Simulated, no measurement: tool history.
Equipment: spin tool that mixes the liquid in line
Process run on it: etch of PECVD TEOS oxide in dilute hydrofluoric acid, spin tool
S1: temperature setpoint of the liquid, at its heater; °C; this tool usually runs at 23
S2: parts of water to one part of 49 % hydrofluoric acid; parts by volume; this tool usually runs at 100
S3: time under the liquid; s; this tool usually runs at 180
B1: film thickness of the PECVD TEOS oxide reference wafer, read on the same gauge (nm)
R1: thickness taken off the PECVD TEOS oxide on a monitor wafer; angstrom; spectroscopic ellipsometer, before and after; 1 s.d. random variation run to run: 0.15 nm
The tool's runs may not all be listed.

{"run": 1, "day": 0.0, "S1": 23, "S2": 100, "S3": 180, "B1": 40.02, "R1": 256.2}
{"run": 2, "day": 0.442, "S1": 23, "S2": 100, "S3": 180, "B1": 39.99, "R1": 255.4}
{"run": 3, "day": 1.0, "S1": 23, "S2": 100, "S3": 180, "B1": 39.99, "R1": 254.1}
{"run": 4, "day": 1.704, "S1": 23, "S2": 100, "S3": 180, "B1": 40, "R1": 258.6}
{"run": 5, "day": 2.375, "S1": 23, "S2": 100, "S3": 180, "B1": 40, "R1": 253.8}
{"run": 6, "day": 3.029, "S1": 23, "S2": 100, "S3": 180, "B1": 39.99, "R1": 254.1}
{"day": 3.696, "done": "hydrofluoric acid flow meter replaced"}
{"run": 7, "day": 3.742, "S1": 23, "S2": 100, "S3": 180, "B1": 39.99, "R1": 245.2}
{"run": 8, "day": 4.142, "S1": 23, "S2": 100, "S3": 180, "B1": 40.02, "R1": 244.9}
{"day": 4.258, "done": "thermometer replaced"}
{"run": 9, "day": 4.642, "S1": 23, "S2": 100, "S3": 180, "B1": 40, "R1": 242.4}
{"run": 10, "day": 5.162, "S1": 23, "S2": 100, "S3": 180, "B1": 39.99, "R1": 246}
{"run": 11, "day": 5.829, "S1": 23, "S2": 100, "S3": 180, "B1": 39.98, "R1": 244.9}
{"run": 12, "day": 6.225, "S1": 23, "S2": 100, "S3": 180, "B1": 39.99, "R1": 245.7}
{"run": 13, "day": 6.475, "S1": 23, "S2": 100, "S3": 180, "B1": 40, "R1": 245.7}
{"day": 6.658, "done": "hydrofluoric acid flow meter replaced, repeated, since the last time left the tool worse"}
{"day": 7.188, "done": "gauge calibrated"}
{"run": 14, "day": 7.196, "S1": 19.5, "S2": 145, "S3": 120, "B1": 39.99, "R1": 102.2}
{"run": 15, "day": 7.675, "S1": 23, "S2": 115, "S3": 180, "B1": 40.02, "R1": 228.6}
{"run": 16, "day": 8.421, "S1": 26.5, "S2": 130, "S3": 220, "B1": 39.99, "R1": 280.4}
{"run": 17, "day": 8.921, "S1": 19.5, "S2": 140, "S3": 180, "B1": 39.99, "R1": 158.6}
{"run": 18, "day": 9.538, "S1": 19.5, "S2": 145, "S3": 120, "B1": 39.98, "R1": 102.9}
{"run": 19, "day": 9.8, "S1": 27.5, "S2": 135, "S3": 245, "B1": 40.01, "R1": 307.5}
{"run": 20, "day": 10.067, "S1": 23, "S2": 100, "S3": 180, "B1": 39.99, "R1": 265.4}
{"run": 21, "day": 10.475, "S1": 23, "S2": 100, "S3": 180, "B1": 39.99, "R1": 267.9}

Estimate the outcome of run 22 from the log above:
{"run": 22, "day": 10.8, "S1": 23, "S2": 135, "S3": 180, "B1": "?", "R1": "?"}

{"run 22": {"B1": 40, "R1": 188.9}}
On a tool with no hidden condition, and with the same random variation, this run would have come out at R1 190.2 angstrom.

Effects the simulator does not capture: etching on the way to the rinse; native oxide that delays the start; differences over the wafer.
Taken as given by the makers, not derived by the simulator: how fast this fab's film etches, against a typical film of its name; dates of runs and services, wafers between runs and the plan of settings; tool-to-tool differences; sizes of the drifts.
